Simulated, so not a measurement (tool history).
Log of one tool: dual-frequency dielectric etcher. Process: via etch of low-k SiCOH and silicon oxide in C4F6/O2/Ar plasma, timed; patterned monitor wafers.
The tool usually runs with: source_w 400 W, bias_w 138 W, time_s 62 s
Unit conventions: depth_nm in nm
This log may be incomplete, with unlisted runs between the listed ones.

run	hour	source_w	bias_w	time_s	read-back reference wafer on the same gauge, depth_nm	depth_nm
1	0	400	138	62	178.9	157.6
2	6.9	400	138	62	179	158.1
3	17.3	400	138	62	179	157.9
4	33.7	400	138	62	178.9	157.7
5	47.8	340	138	62	179.1	149.4
6	64	400	138	62	179.1	157.9
7	73	400	138	62	179	157.8
8	89.5	400	138	62	179	157.5
9	97.6	400	138	62	179	157.4
10	114.5	400	155	62	179	164.6
# hour 141.7: wet clean of the chamber
11	142.2	400	155	62	179	168.1
12	142.6	400	126	75	178.8	187.9
13	144.7	400	138	62	178.9	160.5
14	151.9	400	170	62	179	174.5
15	169.9	480	138	69	178.9	189.8
16	183.8	400	138	55.5	179	143.4
# hour 206.6: gauge calibrated
# hour 217: upper electrode replaced
17	217.5	300	123	76	178.9	171.1
18	217.8	400	138	62	178.9	160.4

Run 19 has not been measured yet. What should we expect?
19	226.4	400	138	62	?	?

Run 19 produced read-back reference wafer on the same gauge, depth_nm 179, depth_nm 160.1 nm.
With the hidden condition absent and the run-to-run variation left alone, this run would have shown depth_nm 160.5 nm.
